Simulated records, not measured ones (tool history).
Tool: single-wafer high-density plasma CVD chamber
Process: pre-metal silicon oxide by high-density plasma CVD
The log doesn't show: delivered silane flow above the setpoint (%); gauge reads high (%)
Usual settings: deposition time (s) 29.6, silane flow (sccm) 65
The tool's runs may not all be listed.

| run | hour | deposition time (s) | silane flow (sccm) | wafers since the last listed run | hours since the silane flow controller was replaced | hours since the gauge calibration | read-back reference wafer on the same gauge, thickness_nm | mean film thickness on the monitor wafer (angstrom) |
|---|---|---|---|---|---|---|---|---|
| 1 | 0.0 | 29.6 | 65 | 0 | 1917.3 | 27.8 | 211.011 | 1846.90 |
| 2 | 32.8 | 29.6 | 65 | 602 | 1950.1 | 60.6 | 210.801 | 1849.09 |
| 3 | 60.6 | 29.6 | 65 | 510 | 1977.9 | 88.4 | 211.138 | 1847.14 |
| 4 | 80.2 | 29.6 | 65 | 360 | 1997.5 | 108.0 | 210.937 | 1844.49 |
| 5 | 96.1 | 29.6 | 65 | 292 | 2013.4 | 123.9 | 210.904 | 1839.87 |
| 6 | 196.9 | 29.6 | 65 | 1851 | 2114.2 | 224.7 | 211.007 | 1844.94 |
| 7 | 214.2 | 26.2 | 68 | 317 | 2131.5 | 242.0 | 211.051 | 1693.29 |
| 8 | 247.4 | 26.2 | 68 | 609 | 2164.7 | 275.2 | 211.058 | 1698.75 |
| 9 | 265.9 | 31.6 | 65 | 339 | 2183.2 | 293.7 | 210.945 | 1966.87 |
| 10 | 292.0 | 31.6 | 65 | 479 | 2209.3 | 319.8 | 210.992 | 1957.72 |
| 11 | 325.7 | 31.6 | 65 | 619 | 2243.0 | 353.5 | 211.082 | 1971.72 |
| 12 | 348.9 | 29.6 | 65 | 426 | 2266.2 | 376.7 | 211.025 | 1839.03 |
| 13 | 369.1 | 29.6 | 65 | 371 | 2286.4 | 396.9 | 210.969 | 1848.23 |
| 14 | 389.3 | 29.6 | 65 | 371 | 2306.6 | 417.1 | 211.021 | 1842.03 |
| 15 | 404.0 | 27.3 | 65 | 270 | 2321.3 | 431.8 | 211.044 | 1703.77 |
| 16 | 421.2 | 29.6 | 65 | 315 | 2338.5 | 449.0 | 211.091 | 1845.46 |
| 17 | 441.9 | 29.6 | 65 | 380 | 2359.2 | 469.7 | 210.997 | 1846.07 |
| 18 | 458.4 | 29.6 | 65 | 303 | 2375.7 | 486.2 | 211.042 | 1840.36 |
| 19 | 487.0 | 29.6 | 65 | 525 | 2404.3 | 514.8 | 211.194 | 1850.59 |
| 20 | 515.5 | 31.6 | 72 | 523 | 2432.8 | 543.3 | 210.978 | 2154.08 |
|  | 545.1 | silane flow controller replaced |
| 21 | 549.3 | 26.5 | 69 | 473 | 4.2 | 577.1 | 211.005 | 1688.84 |
| 22 | 573.3 | 29.6 | 53 | 440 | 28.2 | 601.1 | 211.111 | 1483.78 |
| 23 | 588.9 | 31.8 | 53 | 286 | 43.8 | 616.7 | 211.029 | 1595.12 |
| 24 | 615.8 | 29.6 | 65 | 494 | 70.7 | 643.6 | 211.078 | 1772.91 |
| 25 | 632.6 | 29.6 | 65 | 308 | 87.5 | 660.4 | 210.885 | 1780.43 |
| 26 | 663.1 | 26.1 | 65 | 560 | 118.0 | 690.9 | 210.946 | 1565.99 |
|  | 678.1 | silane flow controller replaced, repeated, since the last time left the tool worse |
| 27 | 684.3 | 33.9 | 73 | 242 | 6.2 | 712.1 | 210.931 | 2424.90 |
| 28 | 698.4 | 26.3 | 62 | 259 | 20.3 | 726.2 | 211.091 | 1611.49 |
| 29 | 716.4 | 26.5 | 69 | 330 | 38.3 | 744.2 | 211.101 | 1806.40 |
| 30 | 745.4 | 32.4 | 53 | 532 | 67.3 | 773.2 | 211.097 | 1740.97 |
|  | 764.8 | gauge calibrated |
| 31 | 780.1 | 27.5 | 71 | 637 | 102.0 | 15.3 | 211.012 | 1899.92 |
| 32 | 816.1 | 28.0 | 53 | 661 | 138.0 | 51.3 | 210.852 | 1496.43 |
| 33 | 838.8 | 35.2 | 72 | 416 | 160.7 | 74.0 | 210.996 | 2466.24 |
| 34 | 855.2 | 32.0 | 72 | 301 | 177.1 | 90.4 | 211.029 | 2240.47 |
| 35 | 879.3 | 31.3 | 72 | 442 | 201.2 | 114.5 | 210.958 | 2178.97 |
| 36 | 914.7 | 24.1 | 70 | 650 | 236.6 | 149.9 | 211.002 | 1648.31 |
| 37 | 934.5 | 29.6 | 65 | 363 | 256.4 | 169.7 | 210.957 | 1883.49 |
| 38 | 958.4 | 34.7 | 53 | 439 | 280.3 | 193.6 | 210.939 | 1841.01 |

5 ways to go on from here, each from the tool as it stands after run 38. What would each give?
| A | 958.8 | 29.6 | 58 | 7 | 280.7 | 194.0 | ? | ? |
| B | 958.8 | 29.6 | 56 | 7 | 280.7 | 194.0 | ? | ? |
| C | 958.8 | 27.2 | 78 | 7 | 280.7 | 194.0 | ? | ? |
| D | 958.8 | 32.0 | 56 | 7 | 280.7 | 194.0 | ? | ? |
| E | 958.8 | 31.3 | 53 | 7 | 280.7 | 194.0 | ? | ? |

| run | read-back reference wafer on the same gauge, thickness_nm | mean film thickness on the monitor wafer (angstrom) |
|---|---|---|
| A | 210.959 | 1699.16 |
| B | 210.959 | 1647.61 |
| C | 210.959 | 2035.07 |
| D | 210.959 | 1781.20 |
| E | 210.959 | 1660.47 |
Without the tool's hidden state the same runs would have given:
| run | mean film thickness on the monitor wafer (angstrom) |
|---|---|
| A | 1716.82 |
| B | 1664.74 |
| C | 2056.23 |
| D | 1799.72 |
| E | 1677.74 |

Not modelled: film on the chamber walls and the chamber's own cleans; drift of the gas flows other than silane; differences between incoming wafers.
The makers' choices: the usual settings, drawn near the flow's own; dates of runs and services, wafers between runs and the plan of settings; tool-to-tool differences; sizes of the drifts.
